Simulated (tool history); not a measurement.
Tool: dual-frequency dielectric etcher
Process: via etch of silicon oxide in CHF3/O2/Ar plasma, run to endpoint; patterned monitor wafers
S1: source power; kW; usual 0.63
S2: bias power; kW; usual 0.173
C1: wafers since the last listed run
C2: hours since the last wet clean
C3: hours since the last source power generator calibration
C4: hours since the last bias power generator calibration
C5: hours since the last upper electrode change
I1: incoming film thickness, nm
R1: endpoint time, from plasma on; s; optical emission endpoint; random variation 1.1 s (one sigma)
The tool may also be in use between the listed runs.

| run | hour | S1 | S2 | C1 | C2 | C3 | C4 | C5 | I1 | R1 |
|---|---|---|---|---|---|---|---|---|---|---|
| 1 | 0 | 0.63 | 0.173 | 0 | 482.9 | 1287.7 | 3408.6 | 3746.2 | 616.4 | 307.5 |
| 2 | 41.7 | 0.63 | 0.173 | 234 | 524.6 | 1329.4 | 3450.3 | 3787.9 | 617.2 | 308 |
| 3 | 53.7 | 0.66 | 0.173 | 67 | 536.6 | 1341.4 | 3462.3 | 3799.9 | 618.3 | 302.1 |
| 4 | 62.9 | 0.66 | 0.173 | 51 | 545.8 | 1350.6 | 3471.5 | 3809.1 | 614.1 | 300.6 |
| 5 | 78.5 | 0.74 | 0.173 | 87 | 561.4 | 1366.2 | 3487.1 | 3824.7 | 622.5 | 287.3 |
|  | 94.8 | bias power generator calibrated |
|  | 108.8 | wet clean of the chamber |
| 6 | 109.3 | 0.71 | 0.185 | 72 | 0.5 | 1397 | 14.5 | 3855.5 | 618.7 | 277.2 |
| 7 | 109.7 | 0.71 | 0.185 | 2 | 0.9 | 1397.4 | 14.9 | 3855.9 | 618.2 | 276.1 |
| 8 | 110.1 | 0.63 | 0.173 | 2 | 1.3 | 1397.8 | 15.3 | 3856.3 | 617.5 | 297.9 |
| 9 | 111 | 0.63 | 0.173 | 5 | 2.2 | 1398.7 | 16.2 | 3857.2 | 619 | 297.8 |
|  | 116.3 | source power generator calibrated |
| 10 | 119.9 | 0.63 | 0.173 | 27 | 11.1 | 3.6 | 25.1 | 3866.1 | 615.4 | 299.6 |
| 11 | 133.5 | 0.63 | 0.173 | 76 | 24.7 | 17.2 | 38.7 | 3879.7 | 614.6 | 298.8 |
| 12 | 150.1 | 0.63 | 0.173 | 93 | 41.3 | 33.8 | 55.3 | 3896.3 | 620.3 | 300.4 |
| 13 | 158.7 | 0.53 | 0.135 | 48 | 49.9 | 42.4 | 63.9 | 3904.9 | 614.8 | 342.7 |
| 14 | 179.1 | 0.69 | 0.209 | 114 | 70.3 | 62.8 | 84.3 | 3925.3 | 623.3 | 274.4 |

The next listed run, before its measurement:
|  | 218.8 | upper electrode replaced |
| 15 | 219.3 | 0.73 | 0.151 | 91 | 110.5 | 103 | 124.5 | 0.5 | 617.3 | ? |

{"run 15": {"R1": 287.3}}
Without the tool's hidden state the same run would have given R1 285.8 s.
